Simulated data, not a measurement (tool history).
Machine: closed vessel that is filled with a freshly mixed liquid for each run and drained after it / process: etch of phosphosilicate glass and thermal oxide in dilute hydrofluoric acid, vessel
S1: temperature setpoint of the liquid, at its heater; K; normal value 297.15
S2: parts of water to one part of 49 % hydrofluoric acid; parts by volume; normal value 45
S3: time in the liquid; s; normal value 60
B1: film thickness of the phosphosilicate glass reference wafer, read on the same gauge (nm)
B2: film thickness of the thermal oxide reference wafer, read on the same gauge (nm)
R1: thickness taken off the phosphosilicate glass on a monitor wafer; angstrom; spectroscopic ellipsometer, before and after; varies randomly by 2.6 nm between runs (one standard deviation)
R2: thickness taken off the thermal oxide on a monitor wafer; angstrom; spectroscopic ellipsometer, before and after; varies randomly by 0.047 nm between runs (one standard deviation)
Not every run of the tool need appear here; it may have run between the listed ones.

run	hour	S1	S2	S3	B1	B2	R1	R2
1	0	297.15	45	60	90	40.01	2764.7	65.6
2	126.1	297.15	45	60	90	39.98	2760	66.1
3	232.8	299.15	55	60	89.99	40.01	2411.8	57.1
# hour 258.7: thermometer replaced
4	284.7	297.15	45	80	90.01	40	3625.3	87.8
5	346.2	297.15	45	80	90	40	3648.7	87.3
6	384.3	297.15	60	60	90.02	40.02	2023	48.6
7	454.5	297.15	45	60	90	39.99	2721.6	65.7
8	522.8	297.15	45	60	90.01	40.03	2762.9	65.9
# hour 592: gauge calibrated
9	617.6	297.15	45	60	90	39.98	2742	65
10	676.2	297.15	45	60	89.99	39.98	2719.7	66.3
11	718.6	300.65	30	70	90	40.03	5590.9	134.6
12	771.3	297.15	30	60	90.01	40	4249.6	101.4
# hour 772.6: hydrofluoric acid flow meter replaced
13	867.9	297.15	45	60	90.02	40	2725.2	66.7
# hour 926.5: thermometer replaced
14	963.8	297.15	45	45	90.02	40.02	2081.7	50.1
15	1022.9	297.15	45	30	90.01	39.98	1384.2	32.7
16	1092.3	300.15	40	60	90.04	40.02	3498.4	83.8
17	1142.7	295.15	30	90	90	39.99	5749.8	137.5
18	1220	300.65	65	80	90.01	40.01	2840.8	67.2
19	1298	298.65	45	80	90.01	40	3945.9	91.6
20	1358.1	297.15	45	60	89.98	40.02	2769.7	65.2
21	1421.3	297.15	45	60	90	40	2756.1	66.4

What if the next run were any one of these 5? Each begins from the tool's condition after run 21:
A	1422	297.15	35	60	?	?	?	?
B	1422	297.15	60	75	?	?	?	?
C	1422	299.15	55	85	?	?	?	?
D	1422	294.15	25	30	?	?	?	?
E	1422	299.65	50	85	?	?	?	?

run	B1	B2	R1	R2
A	90	40	3606.3	84.9
B	90	40	2543.7	59.9
C	90	40	3433.8	80.9
D	90	40	2252.4	53
E	90	40	3881.2	91.4
What these runs would have given with no unlogged condition in the tool:
run	R1	R2
A	3606.3	84.9
B	2543.7	59.9
C	3433.8	80.9
D	2252.4	53
E	3881.2	91.4
